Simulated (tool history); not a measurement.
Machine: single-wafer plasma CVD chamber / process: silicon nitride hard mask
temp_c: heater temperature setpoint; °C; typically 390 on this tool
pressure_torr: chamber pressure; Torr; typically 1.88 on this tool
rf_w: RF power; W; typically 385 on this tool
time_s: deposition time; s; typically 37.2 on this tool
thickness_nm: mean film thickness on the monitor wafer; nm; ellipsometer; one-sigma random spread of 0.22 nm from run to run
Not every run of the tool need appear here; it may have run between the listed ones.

| run | hour | temp_c | pressure_torr | rf_w | time_s | read-back reference wafer on the same gauge, thickness_nm | thickness_nm |
|---|---|---|---|---|---|---|---|
| 1 | 0.0 | 390 | 1.88 | 385 | 37.2 | 59.934 | 48.668 |
| 2 | 12.9 | 390 | 1.88 | 385 | 37.2 | 59.893 | 48.523 |
| 3 | 36.8 | 390 | 1.88 | 385 | 37.2 | 59.891 | 48.964 |
| 4 | 83.0 | 390 | 1.88 | 385 | 37.2 | 59.877 | 48.770 |
| 5 | 107.6 | 390 | 1.88 | 385 | 37.2 | 59.897 | 48.884 |
| 6 | 134.5 | 390 | 1.88 | 385 | 37.2 | 59.893 | 49.063 |
| 7 | 151.0 | 390 | 1.88 | 385 | 37.2 | 59.888 | 48.634 |
| 8 | 168.5 | 390 | 1.88 | 385 | 37.2 | 59.917 | 48.702 |
| 9 | 188.8 | 390 | 1.88 | 385 | 37.2 | 59.914 | 48.617 |
|  | 205.5 | capacitance manometer re-zeroed and calibrated |
| 10 | 206.0 | 390 | 1.88 | 385 | 37.2 | 59.867 | 48.699 |
| 11 | 218.2 | 390 | 1.88 | 385 | 37.2 | 59.896 | 48.907 |
| 12 | 242.9 | 398 | 1.88 | 420 | 37.2 | 59.894 | 52.701 |
|  | 268.4 | thermocouple changed; heater temperature recalibrated |
| 13 | 274.3 | 398 | 1.88 | 420 | 37.2 | 59.892 | 52.232 |
| 14 | 303.1 | 390 | 1.88 | 385 | 31.5 | 59.919 | 41.267 |
| 15 | 327.6 | 402 | 1.88 | 325 | 37.2 | 59.884 | 40.389 |
| 16 | 341.4 | 383 | 1.48 | 385 | 41.5 | 59.868 | 49.375 |
|  | 374.0 | showerhead replaced |
| 17 | 374.5 | 390 | 1.88 | 385 | 37.2 | 59.907 | 48.641 |
|  | 383.4 | gauge calibrated |
| 18 | 387.2 | 390 | 1.51 | 385 | 37.2 | 59.921 | 44.721 |
|  | 408.0 | RF generator calibrated |
| 19 | 408.4 | 390 | 1.73 | 385 | 37.2 | 59.916 | 49.783 |
| 20 | 434.9 | 375 | 1.57 | 335 | 37.2 | 59.897 | 41.580 |
| 21 | 463.1 | 390 | 1.88 | 385 | 31.9 | 59.899 | 43.759 |
| 22 | 478.5 | 390 | 2.02 | 385 | 37.2 | 59.912 | 52.170 |
| 23 | 496.6 | 376 | 1.46 | 460 | 37.2 | 59.881 | 54.018 |
| 24 | 514.8 | 390 | 1.88 | 385 | 37.2 | 59.884 | 50.836 |
| 25 | 531.2 | 390 | 1.88 | 385 | 37.2 | 59.859 | 51.063 |
| 26 | 565.9 | 386 | 2.14 | 385 | 32.4 | 59.904 | 46.264 |
| 27 | 591.6 | 390 | 2.08 | 430 | 33.7 | 59.927 | 52.399 |
| 28 | 612.1 | 390 | 1.88 | 385 | 29.8 | 59.916 | 40.740 |

Each row is a separate what-if for the run after 28, all from the same tool condition, not one after another. Results?
| A | 612.5 | 390 | 1.88 | 385 | 37.2 | ? | ? |
| B | 612.5 | 383 | 1.62 | 425 | 40.1 | ? | ? |
| C | 612.5 | 390 | 2.34 | 385 | 33.0 | ? | ? |
| D | 612.5 | 398 | 2.24 | 385 | 37.2 | ? | ? |

| run | read-back reference wafer on the same gauge, thickness_nm | thickness_nm |
|---|---|---|
| A | 59.899 | 50.621 |
| B | 59.899 | 56.502 |
| C | 59.899 | 48.257 |
| D | 59.899 | 53.488 |
Take away the tool's hidden state, keep each run's random variation, and the runs would have read:
| run | thickness_nm |
|---|---|
| A | 51.560 |
| B | 57.473 |
| C | 49.152 |
| D | 54.480 |
